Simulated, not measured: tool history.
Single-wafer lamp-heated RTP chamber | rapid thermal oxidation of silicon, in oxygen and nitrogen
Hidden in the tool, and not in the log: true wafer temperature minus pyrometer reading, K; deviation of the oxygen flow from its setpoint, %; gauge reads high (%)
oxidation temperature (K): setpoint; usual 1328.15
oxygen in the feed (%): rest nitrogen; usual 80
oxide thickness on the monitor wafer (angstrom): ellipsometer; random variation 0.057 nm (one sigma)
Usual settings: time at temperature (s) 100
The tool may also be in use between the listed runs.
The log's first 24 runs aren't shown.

run	hour	oxidation temperature (K)	time at temperature (s)	oxygen in the feed (%)	wafers since the last listed run	wafers since the last pyrometer calibration	hours since the oxygen flow controller was replaced	hours since the gauge calibration	read-back reference wafer on the same gauge, thickness	oxide thickness on the monitor wafer (angstrom)
25	290.5	1318.15	100	63	161	7864	75.5	65	11.579	91.22
26	299.3	1328.15	100	80	99	7963	84.3	73.8	11.616	107.08
27	312.3	1328.15	100	80	146	8110	97.3	86.8	11.605	107.46
28	329.6	1355.15	116	96	194	8305	114.6	104.1	11.599	146.35
# hour 343.5: pyrometer window cleaned and pyrometer calibrated
29	347.4	1328.15	115	80	110	43	132.4	121.9	11.573	106.6
30	363.3	1300.15	100	80	179	222	148.3	137.8	11.589	81.77
31	377.2	1350.15	100	80	156	379	162.2	151.7	11.588	117.3
32	394.6	1328.15	100	57	195	575	179.6	169.1	11.593	90.04
33	406.6	1328.15	100	80	135	710	191.6	181.1	11.624	101.77
34	413.1	1328.15	100	98	73	783	198.1	187.6	11.601	109.44
35	419.6	1328.15	100	80	73	856	204.6	194.1	11.615	102.34
36	433.2	1299.15	76	98	153	1009	218.2	207.7	11.607	79.47
37	447.9	1328.15	100	95	165	1175	232.9	222.4	11.577	109.1

Forecast each of these 5 alternatives for the next run:
A	448.3	1343.15	100	80	4	1179	233.3	222.8	?	?
B	448.3	1328.15	75	66	4	1179	233.3	222.8	?	?
C	448.3	1337.15	149	80	4	1179	233.3	222.8	?	?
D	448.3	1303.15	146	61	4	1179	233.3	222.8	?	?
E	448.3	1301.15	83	80	4	1179	233.3	222.8	?	?

run	read-back reference wafer on the same gauge, thickness	oxide thickness on the monitor wafer (angstrom)
A	11.598	114.46
B	11.598	84.76
C	11.598	132.37
D	11.598	93.91
E	11.598	78.86
Without the tool's hidden state the same runs would have given:
run	oxide thickness on the monitor wafer (angstrom)
A	111.45
B	82.48
C	128.84
D	91.27
E	76.65
